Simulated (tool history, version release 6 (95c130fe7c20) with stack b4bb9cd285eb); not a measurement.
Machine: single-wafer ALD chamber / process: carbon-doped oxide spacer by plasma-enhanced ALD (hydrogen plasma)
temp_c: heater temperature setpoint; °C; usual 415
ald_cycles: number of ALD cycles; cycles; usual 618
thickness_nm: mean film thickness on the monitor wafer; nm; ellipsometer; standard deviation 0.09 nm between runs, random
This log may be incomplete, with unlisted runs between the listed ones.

run,day,temp_c,ald_cycles,"read-back reference wafer on the same gauge, thickness_nm",thickness_nm
1,0.000,415,618,24.304,27.251
2,1.825,415,618,24.320,27.355
3,3.558,415,618,24.284,27.312
4,7.508,415,618,24.309,27.351
5,9.604,415,674,24.316,29.806
6,13.471,415,568,24.309,25.239
7,16.121,415,568,24.278,25.082
8,18.758,415,618,24.278,27.379
9,21.350,415,618,24.299,27.226
10,24.071,415,618,24.302,27.403
11,26.083,415,618,24.293,27.289
12,27.683,415,618,24.320,27.266
13,31.092,415,618,24.306,27.188
14,40.121,415,675,24.288,29.904
15,42.175,415,618,24.294,27.184
16,44.679,415,618,24.324,27.365
17,48.583,415,618,24.299,27.313
18,53.079,415,573,24.302,25.303
19,57.288,410,550,24.302,24.764
20,60.092,427,552,24.307,23.619
21,64.479,415,553,24.293,24.526
22,70.462,404,514,24.309,23.277
23,72.042,404,723,24.279,33.626
24,82.917,406,560,24.300,25.855
25,87.467,424,728,24.303,31.620
26,90.488,415,618,24.310,27.584
27,94.079,404,514,24.316,23.635
28,96.038,403,698,24.282,31.989
29,100.538,429,541,24.321,23.248
30,102.158,415,618,24.295,27.593
31,106.508,415,618,24.300,27.674
32,108.625,415,618,24.303,27.439
33,112.229,415,618,24.302,27.457
34,114.179,415,670,24.308,29.808
35,117.433,400,723,24.278,33.582
36,120.900,407,669,24.315,30.267
37,123.283,415,618,24.287,27.472

Not shown: 2 entries that the log had between the listed runs. Between which runs, and how does the tool's hidden state differ before and after?
After run 22, before run 23: thermocouple changed; heater temperature recalibrated (day 71.258)
  wafer temperature above the value expected at the setpoint (K): 5.98 -> -0.208
  measured less the result without the state, thickness_nm: -0.380 -> +0.019 nm
After run 23, before run 24: gauge calibrated (day 74.129)
  wafer temperature above the value expected at the setpoint (K): -0.208 -> 1.24
  measured less the result without the state, thickness_nm: +0.019 -> -0.087 nm

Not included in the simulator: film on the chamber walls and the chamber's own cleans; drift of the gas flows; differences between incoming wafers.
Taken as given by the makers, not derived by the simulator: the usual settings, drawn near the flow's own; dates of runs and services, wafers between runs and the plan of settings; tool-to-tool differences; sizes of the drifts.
